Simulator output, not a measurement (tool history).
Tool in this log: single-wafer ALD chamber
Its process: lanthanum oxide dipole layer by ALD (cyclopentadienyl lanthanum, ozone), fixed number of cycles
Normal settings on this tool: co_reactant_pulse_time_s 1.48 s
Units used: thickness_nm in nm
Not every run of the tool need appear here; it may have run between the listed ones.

run	hour	co_reactant_pulse_time_s	read-back reference wafer on the same gauge, thickness_nm	thickness_nm
1	0.0	1.05	0.564	0.449
2	24.7	1.05	0.563	0.444
3	65.2	1.05	0.564	0.440
# hour 87.9: ozone generator serviced
4	119.4	1.48	0.562	0.505
5	160.1	1.48	0.562	0.510
6	224.2	1.48	0.563	0.507
7	266.0	1.48	0.564	0.513
8	292.8	1.48	0.562	0.509
# hour 314.7: thermocouple changed; heater temperature recalibrated
9	326.0	1.48	0.563	0.509
10	362.4	1.48	0.563	0.502
11	402.3	1.48	0.562	0.499
12	436.3	1.48	0.563	0.500
13	487.4	1.48	0.563	0.492
14	544.6	1.48	0.563	0.491
15	577.6	1.90	0.563	0.509
16	611.5	1.48	0.563	0.482
17	678.5	1.16	0.562	0.444
18	710.6	1.98	0.563	0.499
# hour 736.5: ozone generator serviced
# hour 739.1: gauge calibrated
19	772.8	1.48	0.563	0.516
# hour 788.4: showerhead replaced
20	800.5	1.70	0.563	0.522
21	830.9	1.26	0.563	0.498
22	857.3	1.01	0.563	0.477
23	889.5	2.01	0.564	0.525
24	931.6	1.73	0.562	0.516
25	961.4	2.02	0.562	0.522
26	1015.1	1.04	0.562	0.477
27	1039.9	1.48	0.563	0.504

Consider 4 possible next runs. They are alternatives, not a sequence: every one starts from the tool as it was left by run 27. What does each give?
A	1040.3	1.48	?	?
B	1040.3	0.96	?	?
C	1040.3	0.97	?	?
D	1040.3	1.69	?	?

run	read-back reference wafer on the same gauge, thickness_nm	thickness_nm
A	0.563	0.505
B	0.563	0.466
C	0.563	0.467
D	0.563	0.514
Stripped of hidden state, with their random variation kept, the same runs would have yielded:
run	thickness_nm
A	0.513
B	0.478
C	0.479
D	0.521
